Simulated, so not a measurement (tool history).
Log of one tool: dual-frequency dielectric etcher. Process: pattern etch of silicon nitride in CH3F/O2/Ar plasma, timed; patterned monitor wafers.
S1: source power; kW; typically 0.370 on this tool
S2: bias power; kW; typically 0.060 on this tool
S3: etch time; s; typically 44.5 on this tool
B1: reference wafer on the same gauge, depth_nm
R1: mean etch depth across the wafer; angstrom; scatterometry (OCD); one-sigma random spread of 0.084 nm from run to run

run	day	S1	S2	S3	B1	R1
1	0.000	0.330	0.060	44.5	27.22	286.1
2	4.212	0.330	0.060	44.5	27.24	286.2
3	7.042	0.330	0.060	44.5	27.18	285.9
4	8.817	0.340	0.060	44.5	27.19	289.6
5	11.204	0.340	0.060	44.5	27.22	289.4
6	13.596	0.370	0.060	44.5	27.17	297.6
7	16.867	0.370	0.060	44.5	27.18	297.0
8	19.250	0.370	0.054	52.5	27.19	338.3
9	22.483	0.370	0.067	44.5	27.20	307.5
10	26.292	0.300	0.055	39.0	27.22	235.5
11	28.571	0.370	0.060	41.0	27.18	275.3
12	30.388	0.370	0.060	44.5	27.16	297.9
13	34.246	0.370	0.068	44.5	27.16	310.6
14	37.442	0.370	0.060	44.5	27.19	298.4
15	39.217	0.370	0.060	44.5	27.21	298.5

Put back what was entered between runs (6 entries, withheld): which listed runs does each sit between, and how does the hidden state differ from the listed run before to the listed run after?
After run 6, before run 7: gauge calibrated (day 14.667); wet clean of the chamber (day 15.754)
  no difference in the tool's unlogged condition between these two runs
After run 8, before run 9: source power generator calibrated (day 21.329)
  no difference in the tool's unlogged condition between these two runs
After run 9, before run 10: bias power generator calibrated (day 25.892)
  no difference in the tool's unlogged condition between these two runs
After run 10, before run 11: upper electrode replaced (day 28.338)
  no difference in the tool's unlogged condition between these two runs
After run 13, before run 14: wet clean of the chamber (day 36.717)
  no difference in the tool's unlogged condition between these two runs
